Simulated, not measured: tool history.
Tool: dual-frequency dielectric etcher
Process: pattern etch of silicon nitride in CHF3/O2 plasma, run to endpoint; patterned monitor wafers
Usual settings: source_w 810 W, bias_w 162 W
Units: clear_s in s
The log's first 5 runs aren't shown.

run   hour  source_w  bias_w  incoming incoming film thickness, nm  clear_s
  6   47.0       700     162                                  98.7     71.5
  7   63.2       700     162                                  98.9     72.6
  8   76.6       810     146                                  99.6     70.6
  9   89.7       810     153                                  98.5     67.5
 10  102.2       810     153                                 100.0     68.8
 11  118.5       810     153                                  99.1     68.2
 12  125.6       930     162                                  98.8     61.4
 13  141.7       810     150                                  98.6     69.0
 14  154.6       810     150                                  98.6     68.8
     158.8  -- bias power generator calibrated
 15  163.0       810     150                                  98.9     69.2
     189.8  -- wet clean of the chamber
     190.5  -- upper electrode replaced
 16  191.0       900     189                                  98.7     58.1

Forecast run 17:
 17  191.3       810     180                                  99.5        ?

{"run 17": {"clear_s": 63.8}}
Without the tool's hidden state the same run would have given clear_s 63.8 s.
